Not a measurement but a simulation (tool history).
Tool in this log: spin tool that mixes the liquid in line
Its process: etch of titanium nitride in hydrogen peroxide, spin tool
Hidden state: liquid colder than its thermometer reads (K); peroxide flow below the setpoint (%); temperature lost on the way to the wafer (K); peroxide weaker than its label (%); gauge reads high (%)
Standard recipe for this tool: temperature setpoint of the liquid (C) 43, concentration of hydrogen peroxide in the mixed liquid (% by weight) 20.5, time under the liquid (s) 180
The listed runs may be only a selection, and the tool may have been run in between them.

run,hour,temperature setpoint of the liquid (C),concentration of hydrogen peroxide in the mixed liquid (% by weight),time under the liquid (s),wafers since the last listed run,hours since the thermometer was replaced,hours since the peroxide flow meter was replaced,hours since the heated supply line was repaired,hours since the drum of peroxide was connected,hours since the gauge calibration,"read-back film thickness of the titanium nitride reference wafer, read on the same gauge (nm)",thickness taken off the titanium nitride on a monitor wafer (Å)
1,0,43,20.5,180,0,2381.8,867.6,710.5,628,753,69.98,45.04
2,15.4,43,20.5,180,116,2397.2,883,725.9,643.4,768.4,70.033,45.02
# hour 16.4: thermometer replaced
# hour 34.6: new drum of peroxide connected
3,35.6,43,20.5,180,137,19.2,903.2,746.1,1,788.6,70.02,45.76
4,54,46.5,20.5,180,139,37.6,921.6,764.5,19.4,807,70.001,59.19
5,69.8,46.5,20.5,180,119,53.4,937.4,780.3,35.2,822.8,69.981,59.37
6,103.7,46.5,20.5,180,256,87.3,971.3,814.2,69.1,856.7,69.979,58.87
7,117.1,43,25,180,101,100.7,984.7,827.6,82.5,870.1,70.004,47.29
8,146.9,51.5,15.5,260,225,130.5,1014.5,857.4,112.3,899.9,69.969,115
9,167.7,52.5,24.5,265,157,151.3,1035.3,878.2,133.1,920.7,70.027,138.87
# hour 186.4: gauge calibrated
10,195.3,43,20.5,220,209,178.9,1062.9,905.8,160.7,8.9,69.979,56.13
11,231.2,34,24,280,271,214.8,1098.8,941.7,196.6,44.8,70.014,36.02
12,246.1,49.5,20.5,180,112,229.7,1113.7,956.6,211.5,59.7,69.998,72.53
# hour 255.1: peroxide flow meter replaced
13,273.9,43,20.5,180,202,257.5,18.8,984.4,239.3,87.5,70.036,45.74
14,286.2,43,15.5,220,93,269.8,31.1,996.7,251.6,99.8,69.991,52.25
15,314.5,43,20.5,180,214,298.1,59.4,1025,279.9,128.1,70.011,45.51
16,329.9,36,19,125,116,313.5,74.8,1040.4,295.3,143.5,69.979,18.01
17,356.1,36.5,15,180,198,339.7,101,1066.6,321.5,169.7,70.012,25.62
# hour 364.8: heated supply line repaired
18,389.4,34,24,280,244,373,134.3,24.6,354.8,203,70.029,36.59
19,422.1,43,20.5,180,247,405.7,167,57.3,387.5,235.7,70.02,45.25
20,442.1,49.5,23,180,151,425.7,187,77.3,407.5,255.7,69.98,76.59
21,468.5,43,20.5,180,199,452.1,213.4,103.7,433.9,282.1,70.019,45.68
22,488.6,43,20.5,180,152,472.2,233.5,123.8,454,302.2,70.008,45.39
23,507.9,39.5,22,180,146,491.5,252.8,143.1,473.3,321.5,69.968,35.25
24,540.7,36,18.5,90,248,524.3,285.6,175.9,506.1,354.3,70.009,12.96
25,564,40.5,15.5,280,176,547.6,308.9,199.2,529.4,377.6,70.008,55.17

Forecast each of these 4 alternatives for the next run:
A,564.5,43,20.5,105,3,548.1,309.4,199.7,529.9,378.1,?,?
B,564.5,43,26,180,3,548.1,309.4,199.7,529.9,378.1,?,?
C,564.5,49,23,180,3,548.1,309.4,199.7,529.9,378.1,?,?
D,564.5,48,16.5,290,3,548.1,309.4,199.7,529.9,378.1,?,?

run,"read-back film thickness of the titanium nitride reference wafer, read on the same gauge (nm)",thickness taken off the titanium nitride on a monitor wafer (Å)
A,70.028,26.31
B,70.028,47.49
C,70.028,72.11
D,70.028,100.59
With the hidden condition removed and each run's random variation left untouched, the same runs would have given:
run,thickness taken off the titanium nitride on a monitor wafer (Å)
A,26.31
B,47.49
C,72.11
D,100.59

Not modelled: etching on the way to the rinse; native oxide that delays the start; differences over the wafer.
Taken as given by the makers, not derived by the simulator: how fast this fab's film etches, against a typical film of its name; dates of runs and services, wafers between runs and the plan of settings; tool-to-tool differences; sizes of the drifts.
